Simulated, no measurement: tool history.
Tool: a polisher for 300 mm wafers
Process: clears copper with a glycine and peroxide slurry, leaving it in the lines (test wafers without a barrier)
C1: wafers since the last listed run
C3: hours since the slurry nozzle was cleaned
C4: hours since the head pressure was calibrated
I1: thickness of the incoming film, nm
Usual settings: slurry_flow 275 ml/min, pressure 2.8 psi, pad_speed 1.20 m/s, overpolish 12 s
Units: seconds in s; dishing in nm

Run 1, hour 0.0: usual settings; C1 0; wafers polished on this pad 1957; C3 39.6; C4 89.1; I1 881.7. Result: seconds 179.5 s, dishing 37.7 nm.
At hour 24.0: worn pad replaced by a new one.
Run 2, hour 93.0: usual settings; C1 662; wafers polished on this pad 513; C3 132.6; C4 182.1; I1 902.5. Result: seconds 161.6 s, dishing 41.0 nm.
Run 3, hour 141.3: usual settings; C1 359; wafers polished on this pad 872; C3 180.9; C4 230.4; I1 911.3. Result: seconds 169.0 s, dishing 40.8 nm.
Run 4, hour 203.2: usual settings but pad_speed 1.48 m/s; C1 460; wafers polished on this pad 1333; C3 242.8; C4 292.3; I1 896.0. Result: seconds 142.0 s, dishing 45.3 nm.
Run 5, hour 282.7: usual settings but pad_speed 1.48 m/s; C1 591; wafers polished on this pad 1924; C3 322.3; C4 371.8; I1 905.5. Result: seconds 152.5 s, dishing 42.9 nm.
At hour 352.2: worn pad replaced by a new one.
At hour 496.1: head pressure recalibrated.
At hour 522.5: slurry nozzle cleaned.
Run 6, hour 562.5: usual settings but slurry_flow 345 ml/min; C1 2029; wafers polished on this pad 1542; C3 40.0; C4 66.4; I1 907.0. Result: seconds 168.9 s, dishing 39.2 nm.
At hour 677.9: worn pad replaced by a new one.
Run 7, hour 757.9: usual settings but slurry_flow 345 ml/min; C1 1424; wafers polished on this pad 595; C3 235.4; C4 261.8; I1 886.7. Result: seconds 158.6 s, dishing 41.3 nm.
Run 8, hour 841.3: usual settings but slurry_flow 345 ml/min; C1 620; wafers polished on this pad 1215; C3 318.8; C4 345.2; I1 887.8. Result: seconds 165.4 s, dishing 39.8 nm.
Run 9, hour 909.2: usual settings but slurry_flow 365 ml/min, pressure 1.8 psi, pad_speed 0.94 m/s, overpolish 7 s; C1 505; wafers polished on this pad 1721; C3 386.7; C4 413.1; I1 888.5. Result: seconds 262.2 s, dishing 16.8 nm.
At hour 988.6: worn pad replaced by a new one.
Run 10, hour 1001.8: usual settings but slurry_flow 365 ml/min, overpolish 9 s; C1 659; wafers polished on this pad 98; C3 479.3; C4 505.7; I1 913.8. Result: seconds 174.9 s, dishing 32.1 nm.
Run 11, hour 1093.7: usual settings but slurry_flow 225 ml/min, pad_speed 1.58 m/s; C1 683; wafers polished on this pad 782; C3 571.2; C4 597.6; I1 899.9. Result: seconds 144.6 s, dishing 45.3 nm.
At hour 1096.5: head pressure recalibrated.
At hour 1130.1: slurry nozzle cleaned.
Run 12, hour 1130.6: usual settings but pressure 1.8 psi, pad_speed 1.52 m/s; C1 252; wafers polished on this pad 1034; C3 0.5; C4 34.1; I1 911.6. Result: seconds 166.7 s, dishing 39.7 nm.
Run 13, hour 1228.0: usual settings but pressure 2.2 psi, overpolish 17 s; C1 724; wafers polished on this pad 1759; C3 97.9; C4 131.5; I1 905.3. Result: seconds 197.4 s, dishing 45.5 nm.
Run 14, hour 1279.2: usual settings but pad_speed 1.56 m/s, overpolish 14 s; C1 380; wafers polished on this pad 2140; C3 149.1; C4 182.7; I1 887.9. Result: seconds 142.3 s, dishing 49.5 nm.
At hour 1287.8: worn pad replaced by a new one.
Run 15, hour 1316.1: usual settings; C1 244; wafers polished on this pad 210; C3 186.0; C4 219.6; I1 917.6. Result: seconds 164.5 s, dishing 42.1 nm.
Run 16, hour 1418.0: usual settings but overpolish 6 s; C1 758; wafers polished on this pad 968; C3 287.9; C4 321.5; I1 910.1. Result: seconds 169.9 s, dishing 22.3 nm.
Run 17, hour 1485.4: usual settings but pressure 2.0 psi, pad_speed 0.88 m/s, overpolish 10 s; C1 501; wafers polished on this pad 1470; C3 355.3; C4 388.9; I1 902.2. Result: seconds 268.6 s, dishing 24.0 nm.

What the log doesn't show, run by run:
slurry flow missing at the pad, %: 0 in every run
H1: removal rate lost through wear of the pad, %
H2: deviation of the head's pressure from its setpoint, %
run     H1      H2
  1   10.1   -2.44
  2  0.688    -3.5
  3   1.85   -4.34
  4   4.23    -5.7
  5   8.74   -7.92
  6   6.38   -1.04
  7   1.76   -3.74
  8   4.39   -5.87
  9   7.87   -8.03
 10  0.841   -11.6
 11   2.25   -15.9
 12   3.43    0.31
 13   8.25  -0.368
 14   11.8   -1.05
 15   1.34   -1.67
 16   3.43   -3.99
 17    6.3   -6.01
